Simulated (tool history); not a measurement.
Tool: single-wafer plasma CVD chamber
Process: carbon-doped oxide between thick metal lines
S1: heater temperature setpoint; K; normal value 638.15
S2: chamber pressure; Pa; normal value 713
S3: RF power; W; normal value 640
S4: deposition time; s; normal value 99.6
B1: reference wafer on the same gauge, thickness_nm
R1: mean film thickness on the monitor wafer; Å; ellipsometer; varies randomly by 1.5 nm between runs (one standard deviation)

run   hour      S1   S2   S3    S4       B1       R1
  1      0  638.15  713  640  99.6  491.083  5448.08
  2   92.4  638.15  713  640  99.6  490.433  5443.47
  3  119.1  638.15  713  640  99.6  491.478  5454.16
  4  137.4  638.15  713  640  99.6  490.709  5447.37
  5  168.8  638.15  713  640  99.6  490.398   5409.9
  6  185.4  638.15  713  640  99.6  490.584  5417.15
     205.8  -- gauge calibrated
  7  208.7  638.15  596  590  99.6  490.768  5062.87
  8  242.7  646.15  713  640  92.1  490.684  4939.05
  9  255.8  646.15  713  640  92.1  490.663  4916.47
 10    272  631.15  713  640  99.6  490.868  5510.57
     300.2  -- showerhead replaced
 11  300.7  645.15  548  640  90.5  490.861   4707.9
 12  328.2  644.15  713  640  99.6  491.045   5325.9
     343.4  -- thermocouple changed; heater temperature recalibrated
 13  345.5  644.15  891  715  90.8  490.889  5289.28
 14  372.5  638.15  713  640  99.6  490.718  5409.38
 15  397.4  644.15  636  715   106  490.364  5931.06
     408.9  -- RF generator calibrated
 16  411.5  638.15  536  555  99.6  490.674  5041.83
       452  -- capacitance manometer re-zeroed and calibrated
 17  452.5  638.15  713  640  99.6  490.901  5625.71
 18  466.2  623.15  660  640  99.6  490.865  5819.28
 19  497.5  653.15  713  675  99.6  491.092  5620.77
 20  523.2  631.15  713  640  99.6  491.344  5747.86
 21  541.4  638.15  713  640  99.6  490.847  5649.21
 22  556.4  638.15  713  640  99.6  490.951  5614.23
 23    582  638.15  713  640  92.5  491.522  5222.82
 24  607.5  645.15  579  640   113  491.122  6074.05
 25  634.9  638.15  713  640  99.6  491.011  5589.72

Run 26 has not been measured yet. What should we expect?
 26  649.4  638.15  603  725  88.3   ?   ?

{"run 26": {"B1": 490.989, "R1": 5244.58}}
Were there no unlogged condition in the tool, this run, its random variation unchanged, would have produced R1 5294.54 Å.
